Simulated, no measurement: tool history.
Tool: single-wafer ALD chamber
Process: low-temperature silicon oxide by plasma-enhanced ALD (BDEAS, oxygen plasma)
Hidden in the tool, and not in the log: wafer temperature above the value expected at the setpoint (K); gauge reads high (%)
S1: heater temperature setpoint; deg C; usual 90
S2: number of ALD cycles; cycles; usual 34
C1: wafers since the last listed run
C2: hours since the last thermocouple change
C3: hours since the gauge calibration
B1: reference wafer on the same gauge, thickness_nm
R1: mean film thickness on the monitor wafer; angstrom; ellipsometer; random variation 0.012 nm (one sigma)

Run 1, hour 0.0: usual settings but S1 98 deg C; C1 0; C2 2690.5; C3 456.1; B1 3.899. Result: R1 45.28 angstrom.
Run 2, hour 25.0: usual settings but S1 98 deg C; C1 209; C2 2715.5; C3 481.1; B1 3.898. Result: R1 44.87 angstrom.
Run 3, hour 44.8: usual settings; C1 166; C2 2735.3; C3 500.9; B1 3.898. Result: R1 46.64 angstrom.
Run 4, hour 77.0: usual settings; C1 270; C2 2767.5; C3 533.1; B1 3.901. Result: R1 46.63 angstrom.
Run 5, hour 104.3: usual settings; C1 229; C2 2794.8; C3 560.4; B1 3.900. Result: R1 46.67 angstrom.
Run 6, hour 118.8: usual settings; C1 121; C2 2809.3; C3 574.9; B1 3.900. Result: R1 46.73 angstrom.
Run 7, hour 137.6: usual settings; C1 157; C2 2828.1; C3 593.7; B1 3.901. Result: R1 46.66 angstrom.
Run 8, hour 243.5: usual settings; C1 888; C2 2934.0; C3 699.6; B1 3.899. Result: R1 46.71 angstrom.
Run 9, hour 269.1: usual settings; C1 214; C2 2959.6; C3 725.2; B1 3.896. Result: R1 46.72 angstrom.
Run 10, hour 290.3: usual settings; C1 177; C2 2980.8; C3 746.4; B1 3.903. Result: R1 46.74 angstrom.
At hour 295.2: gauge calibrated.
Run 11, hour 313.5: usual settings; C1 194; C2 3004.0; C3 18.3; B1 3.902. Result: R1 46.73 angstrom.
Run 12, hour 348.8: usual settings; C1 296; C2 3039.3; C3 53.6; B1 3.902. Result: R1 46.42 angstrom.
Run 13, hour 366.0: usual settings but S1 77 deg C, S2 30 cycles; C1 144; C2 3056.5; C3 70.8; B1 3.903. Result: R1 43.13 angstrom.
Run 14, hour 388.0: usual settings but S1 98 deg C; C1 184; C2 3078.5; C3 92.8; B1 3.902. Result: R1 45.04 angstrom.
Run 15, hour 421.0: usual settings; C1 276; C2 3111.5; C3 125.8; B1 3.898. Result: R1 46.39 angstrom.
Run 16, hour 455.7: usual settings; C1 291; C2 3146.2; C3 160.5; B1 3.896. Result: R1 46.64 angstrom.
At hour 532.5: thermocouple changed; heater temperature recalibrated.
Run 17, hour 553.9: usual settings but S1 98 deg C; C1 756; C2 21.4; C3 258.7; B1 3.900. Result: R1 45.16 angstrom.
Run 18, hour 567.0: usual settings but S1 96 deg C, S2 37 cycles; C1 109; C2 34.5; C3 271.8; B1 3.901. Result: R1 49.60 angstrom.
Run 19, hour 600.4: usual settings but S1 82 deg C, S2 31 cycles; C1 280; C2 67.9; C3 305.2; B1 3.901. Result: R1 43.99 angstrom.
Run 20, hour 621.7: usual settings but S1 76 deg C; C1 178; C2 89.2; C3 326.5; B1 3.900. Result: R1 49.10 angstrom.
Run 21, hour 638.2: usual settings but S1 84 deg C, S2 28 cycles; C1 138; C2 105.7; C3 343.0; B1 3.900. Result: R1 39.31 angstrom.
Run 22, hour 655.5: usual settings but S1 101 deg C, S2 36 cycles; C1 145; C2 123.0; C3 360.3; B1 3.901. Result: R1 47.50 angstrom.
Run 23, hour 669.6: usual settings; C1 118; C2 137.1; C3 374.4; B1 3.902. Result: R1 46.55 angstrom.
Run 24, hour 691.2: usual settings but S1 100 deg C, S2 40 cycles; C1 181; C2 158.7; C3 396.0; B1 3.900. Result: R1 52.81 angstrom.

4 ways to go on from here, each from the tool as it stands after run 24. What would each give?
Run A, hour 691.7: usual settings but S1 78 deg C; C1 4; C2 159.2; C3 396.5; B1 ?. Result: R1 ?.
Run B, hour 691.7: usual settings but S1 95 deg C, S2 39 cycles; C1 4; C2 159.2; C3 396.5; B1 ?. Result: R1 ?.
Run C, hour 691.7: usual settings but S1 102 deg C, S2 28 cycles; C1 4; C2 159.2; C3 396.5; B1 ?. Result: R1 ?.
Run D, hour 691.7: usual settings but S1 100 deg C, S2 27 cycles; C1 4; C2 159.2; C3 396.5; B1 ?. Result: R1 ?.

run     B1     R1
  A  3.901  48.81
  B  3.901  52.43
  C  3.901  36.82
  D  3.901  35.65
Without the tool's hidden state the same runs would have given:
run     R1
  A  48.81
  B  52.43
  C  36.82
  D  35.65
